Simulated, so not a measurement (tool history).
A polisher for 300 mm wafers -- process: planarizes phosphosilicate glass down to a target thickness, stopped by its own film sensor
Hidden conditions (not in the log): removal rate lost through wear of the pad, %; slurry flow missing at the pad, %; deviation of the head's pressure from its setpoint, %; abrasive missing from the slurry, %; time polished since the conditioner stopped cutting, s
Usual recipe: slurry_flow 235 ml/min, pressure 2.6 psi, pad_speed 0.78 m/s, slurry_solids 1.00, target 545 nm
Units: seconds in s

run,hour,slurry_flow,pressure,pad_speed,slurry_solids,target,wafers since the last listed run,wafers polished on this pad,hours since the slurry nozzle was cleaned,hours since the head pressure was calibrated,hours since the slurry blender was calibrated,hours since the conditioning disc was replaced,"incoming thickness of the incoming film, nm",seconds
1,0.0,235,2.6,0.78,1.00,545,0,2519,321.7,145.2,165.2,252.1,957.9,60.3
# hour 9.0: worn pad replaced by a new one
2,28.3,285,2.6,0.78,1.00,628,273,217,350.0,173.5,193.5,280.4,947.2,44.7
3,60.1,235,2.2,0.54,1.15,413,357,574,381.8,205.3,225.3,312.2,950.7,110.8
# hour 67.5: conditioning disc replaced and pad reconditioned
4,92.8,235,2.6,0.78,1.00,545,345,919,414.5,238.0,258.0,25.3,931.6,55.5
# hour 100.5: slurry nozzle cleaned
5,127.6,235,2.6,0.78,1.00,545,379,1299,27.1,272.8,292.8,60.1,938.6,58.7
6,141.7,235,2.6,0.78,1.30,616,158,1458,41.2,286.9,306.9,74.2,942.9,46.7
7,234.9,235,2.6,0.78,1.10,545,1047,2505,134.4,380.1,400.1,167.4,922.9,54.0
# hour 245.4: slurry blender recalibrated
# hour 267.8: worn pad replaced by a new one
8,309.6,235,2.6,0.78,1.00,545,772,469,209.1,454.8,64.2,242.1,939.1,58.5
9,338.4,235,3.2,0.78,1.00,545,323,793,237.9,483.6,93.0,270.9,940.2,45.3
10,356.0,155,1.8,0.78,1.00,545,197,991,255.5,501.2,110.6,288.5,948.4,94.0
11,388.8,190,2.3,0.78,0.75,545,368,1359,288.3,534.0,143.4,321.3,945.3,70.6
12,412.7,235,2.6,0.78,1.00,545,268,1628,312.2,557.9,167.3,345.2,942.7,58.6
# hour 421.6: conditioning disc replaced and pad reconditioned
# hour 434.7: head pressure recalibrated
13,474.1,235,2.6,0.78,1.00,545,645,2273,373.6,39.4,228.7,52.5,931.1,57.5
14,492.7,180,2.6,0.78,1.00,545,209,2482,392.2,58.0,247.3,71.1,924.5,58.2
# hour 514.9: worn pad replaced by a new one
# hour 514.9: slurry nozzle cleaned
15,515.4,255,2.6,0.56,0.75,455,209,5,0.5,80.7,270.0,93.8,950.8,94.6
16,549.8,235,3.1,0.78,1.00,545,386,391,34.9,115.1,304.4,128.2,943.6,47.0
17,564.5,235,2.6,0.98,1.00,545,165,556,49.6,129.8,319.1,142.9,927.7,51.2
18,582.5,175,1.7,0.78,0.85,507,202,759,67.6,147.8,337.1,160.9,937.7,105.5
19,613.7,235,3.4,0.52,1.00,545,350,1110,98.8,179.0,368.3,192.1,933.9,53.3
20,634.7,310,2.6,0.86,1.00,545,236,1346,119.8,200.0,389.3,213.1,921.2,52.0
21,651.0,235,2.6,0.54,1.00,545,183,1529,136.1,216.3,405.6,229.4,939.6,72.8
# hour 665.3: slurry blender recalibrated
22,677.6,235,2.6,0.78,1.00,682,276,1805,162.7,242.9,12.3,256.0,949.3,39.5
23,699.5,235,2.6,0.90,1.00,623,246,2052,184.6,264.8,34.2,277.9,945.0,44.0
24,720.0,235,1.8,0.78,1.00,545,230,2282,205.1,285.3,54.7,298.4,954.2,87.0
25,740.3,265,2.6,0.78,0.90,500,228,2510,225.4,305.6,75.0,318.7,923.6,64.8
26,764.1,180,2.6,0.94,1.25,545,267,2778,249.2,329.4,98.8,342.5,923.7,48.3

Consider 3 possible next runs. They are alternatives, not a sequence: every one starts from the tool as it was left by run 26. What does each give?
A,764.5,210,2.6,0.78,1.00,545,4,2782,249.6,329.8,99.2,342.9,929.5,?
B,764.5,235,2.6,0.56,1.00,545,4,2782,249.6,329.8,99.2,342.9,929.5,?
C,764.5,235,2.3,0.78,1.20,545,4,2782,249.6,329.8,99.2,342.9,929.5,?

run,seconds
A,56.0
B,66.8
C,59.6
Had the tool no hidden state, the same runs would have come out as:
run,seconds
A,56.0
B,66.8
C,59.6

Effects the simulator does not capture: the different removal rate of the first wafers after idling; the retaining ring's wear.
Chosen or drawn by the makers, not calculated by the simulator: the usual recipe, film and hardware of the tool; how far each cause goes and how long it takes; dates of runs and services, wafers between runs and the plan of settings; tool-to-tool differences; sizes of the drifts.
